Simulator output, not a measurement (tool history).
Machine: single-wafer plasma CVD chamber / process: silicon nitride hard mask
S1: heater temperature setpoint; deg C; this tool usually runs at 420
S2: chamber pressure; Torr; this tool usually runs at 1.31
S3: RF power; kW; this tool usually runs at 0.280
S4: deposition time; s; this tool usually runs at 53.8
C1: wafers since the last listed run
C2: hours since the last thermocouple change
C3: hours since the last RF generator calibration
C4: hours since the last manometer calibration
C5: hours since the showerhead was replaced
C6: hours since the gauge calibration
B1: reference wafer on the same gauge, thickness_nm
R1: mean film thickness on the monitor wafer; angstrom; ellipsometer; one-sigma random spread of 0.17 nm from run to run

run	day	S1	S2	S3	S4	C1	C2	C3	C4	C5	C6	B1	R1
1	0.000	420	1.31	0.280	59.7	0	1900.8	34.4	807.4	3482.9	471.0	47.088	587.21
2	0.571	420	1.31	0.280	59.7	331	1914.5	48.1	821.1	3496.6	484.7	47.146	587.31
3	2.483	420	1.31	0.280	59.7	1110	1960.4	94.0	867.0	3542.5	530.6	47.090	582.10
# day 2.938: thermocouple changed; heater temperature recalibrated
4	3.100	420	1.31	0.280	61.3	164	3.9	108.8	881.8	3557.3	545.4	47.130	602.79
5	3.571	420	1.31	0.280	53.8	273	15.2	120.1	893.1	3568.6	556.7	47.095	529.53
6	3.950	420	1.31	0.280	53.8	220	24.3	129.2	902.2	3577.7	565.8	47.143	526.32
7	4.600	420	1.31	0.280	53.8	377	39.9	144.8	917.8	3593.3	581.4	47.097	528.66
8	5.100	420	1.31	0.280	53.8	290	51.9	156.8	929.8	3605.3	593.4	47.097	526.18
9	5.383	420	1.31	0.280	53.8	164	58.7	163.6	936.6	3612.1	600.2	47.070	525.99
10	6.042	420	1.08	0.225	61.9	382	74.5	179.4	952.4	3627.9	616.0	47.110	520.06
11	6.500	420	1.03	0.280	59.0	266	85.5	190.4	963.4	3638.9	627.0	47.090	544.60
12	7.196	432	1.21	0.280	53.8	404	102.2	207.1	980.1	3655.6	643.7	47.094	513.06
13	7.588	420	1.17	0.230	53.8	227	111.6	216.5	989.5	3665.0	653.1	47.105	466.38
14	8.267	434	1.14	0.265	46.3	394	127.9	232.8	1005.8	3681.3	669.4	47.105	421.00
15	9.908	420	1.08	0.280	53.8	953	167.3	272.2	1045.2	3720.7	708.8	47.101	499.08
# day 10.354: showerhead replaced
16	10.383	420	1.31	0.280	53.8	82	178.7	283.6	1056.6	0.7	720.2	47.112	523.98
17	10.842	433	1.07	0.255	45.9	266	189.7	294.6	1067.6	11.7	731.2	47.108	402.73
18	11.133	426	1.14	0.235	60.0	169	196.7	301.6	1074.6	18.7	738.2	47.109	515.19
# day 11.142: gauge calibrated
# day 11.504: capacitance manometer re-zeroed and calibrated
19	11.696	420	1.31	0.280	53.8	133	210.2	315.1	4.6	32.2	13.3	47.102	534.81
20	12.375	408	1.31	0.245	53.8	394	226.5	331.4	20.9	48.5	29.6	47.097	505.19
21	14.092	420	1.31	0.280	53.8	996	267.7	372.6	62.1	89.7	70.8	47.116	533.79
22	14.554	432	1.31	0.280	63.6	268	278.8	383.7	73.2	100.8	81.9	47.096	627.50
23	14.888	420	1.31	0.280	53.8	193	286.8	391.7	81.2	108.8	89.9	47.120	536.92
24	15.221	407	1.31	0.235	53.8	193	294.8	399.7	89.2	116.8	97.9	47.125	495.57
25	15.475	435	1.31	0.310	58.3	147	300.9	405.8	95.3	122.9	104.0	47.090	603.50
26	16.200	420	1.31	0.280	53.8	421	318.3	423.2	112.7	140.3	121.4	47.070	536.23
27	16.604	410	1.31	0.300	53.8	234	328.0	432.9	122.4	150.0	131.1	47.117	555.02
28	17.283	433	1.14	0.280	53.8	394	344.3	449.2	138.7	166.3	147.4	47.090	509.55
29	17.546	420	1.31	0.280	53.8	152	350.6	455.5	145.0	172.6	153.7	47.098	532.28

4 options for the next run, each taken on its own from the tool as it stands now. Forecast them:
A	17.562	433	1.31	0.280	53.8	9	351.0	455.9	145.4	173.0	154.1	?	?
B	17.562	431	1.61	0.280	53.8	9	351.0	455.9	145.4	173.0	154.1	?	?
C	17.562	420	1.06	0.230	53.8	9	351.0	455.9	145.4	173.0	154.1	?	?
D	17.562	420	1.42	0.250	53.8	9	351.0	455.9	145.4	173.0	154.1	?	?

run	B1	R1
A	47.127	531.18
B	47.127	560.87
C	47.127	460.96
D	47.127	517.63
Take away the tool's hidden state, keep each run's random variation, and the runs would have read:
run	R1
A	533.34
B	562.99
C	462.98
D	519.64
